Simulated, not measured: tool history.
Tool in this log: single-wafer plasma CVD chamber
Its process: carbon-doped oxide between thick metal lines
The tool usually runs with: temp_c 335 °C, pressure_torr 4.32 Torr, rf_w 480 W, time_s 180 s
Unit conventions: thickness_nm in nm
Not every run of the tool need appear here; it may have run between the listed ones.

run,hour,temp_c,pressure_torr,rf_w,time_s,wafers since the last listed run,hours since the last thermocouple change,hours since the last RF generator calibration,hours since the last manometer calibration,hours since the showerhead was replaced,hours since the gauge calibration,"read-back reference wafer on the same gauge, thickness_nm",thickness_nm
1,0.0,335,4.32,545,180,0,2540.8,657.5,1644.7,5783.8,450.4,1036.204,999.752
2,30.1,335,4.32,545,180,231,2570.9,687.6,1674.8,5813.9,480.5,1035.883,999.943
3,46.9,335,4.77,410,180,129,2587.7,704.4,1691.6,5830.7,497.3,1036.029,746.277
4,64.7,335,4.32,450,180,137,2605.5,722.2,1709.4,5848.5,515.1,1036.020,825.667
5,97.6,335,4.32,450,180,253,2638.4,755.1,1742.3,5881.4,548.0,1036.184,823.574
6,117.2,335,4.32,480,180,151,2658.0,774.7,1761.9,5901.0,567.6,1036.070,887.135
7,132.2,335,4.32,480,180,115,2673.0,789.7,1776.9,5916.0,582.6,1035.702,884.161
8,167.5,323,4.32,480,158,271,2708.3,825.0,1812.2,5951.3,617.9,1036.301,814.646
9,195.6,323,4.32,480,158,216,2736.4,853.1,1840.3,5979.4,646.0,1035.767,815.529
10,215.6,323,4.32,480,158,154,2756.4,873.1,1860.3,5999.4,666.0,1036.297,812.288
11,241.5,335,4.32,480,180,199,2782.3,899.0,1886.2,6025.3,691.9,1035.995,885.065
12,256.2,335,4.77,480,162,113,2797.0,913.7,1900.9,6040.0,706.6,1036.326,804.737
# hour 287.6: showerhead replaced
13,338.1,321,4.90,520,208,569,2878.9,995.6,1982.8,50.5,788.5,1036.034,1179.205
# hour 360.2: capacitance manometer re-zeroed and calibrated
14,360.7,335,4.77,410,180,112,2901.5,1018.2,0.5,73.1,811.1,1036.045,740.636
# hour 393.3: thermocouple changed; heater temperature recalibrated
15,393.8,335,5.38,480,202,193,0.5,1051.3,33.6,106.2,844.2,1035.931,990.670
16,405.7,335,4.32,480,180,91,12.4,1063.2,45.5,118.1,856.1,1035.695,861.076
# hour 431.5: RF generator calibrated
17,441.6,347,3.86,480,196,214,48.3,10.1,81.4,154.0,892.0,1035.689,908.319
18,462.4,335,3.57,480,192,160,69.1,30.9,102.2,174.8,912.8,1036.078,918.796
19,485.5,325,3.81,480,180,177,92.2,54.0,125.3,197.9,935.9,1036.137,897.854
20,508.0,335,4.32,530,199,173,114.7,76.5,147.8,220.4,958.4,1036.015,1064.672
21,521.2,335,4.32,480,180,101,127.9,89.7,161.0,233.6,971.6,1036.484,878.815
# hour 523.7: gauge calibrated
22,553.2,335,4.32,510,192,246,159.9,121.7,193.0,265.6,29.5,1036.073,989.945
23,587.3,335,4.75,550,147,262,194.0,155.8,227.1,299.7,63.6,1035.564,821.879
24,614.6,335,4.32,480,215,210,221.3,183.1,254.4,327.0,90.9,1035.975,1051.139
25,632.1,335,3.52,480,168,134,238.8,200.6,271.9,344.5,108.4,1035.824,801.500
26,666.8,335,4.32,480,197,267,273.5,235.3,306.6,379.2,143.1,1036.101,961.543
27,691.7,335,4.32,480,211,191,298.4,260.2,331.5,404.1,168.0,1036.169,1031.109

Here are 5 independent what-if runs from the current tool condition. What would each one return?
A,692.1,340,4.32,480,180,3,298.8,260.6,331.9,404.5,168.4,?,?
B,692.1,335,4.32,445,161,3,298.8,260.6,331.9,404.5,168.4,?,?
C,692.1,335,3.87,455,180,3,298.8,260.6,331.9,404.5,168.4,?,?
D,692.1,335,4.32,540,180,3,298.8,260.6,331.9,404.5,168.4,?,?
E,692.1,335,4.32,480,167,3,298.8,260.6,331.9,404.5,168.4,?,?

run,"read-back reference wafer on the same gauge, thickness_nm",thickness_nm
A,1036.120,865.721
B,1036.120,725.024
C,1036.120,821.787
D,1036.120,981.566
E,1036.120,817.015
With no hidden state in the tool, these same runs would have given:
run,thickness_nm
A,868.806
B,728.477
C,825.700
D,984.384
E,819.738
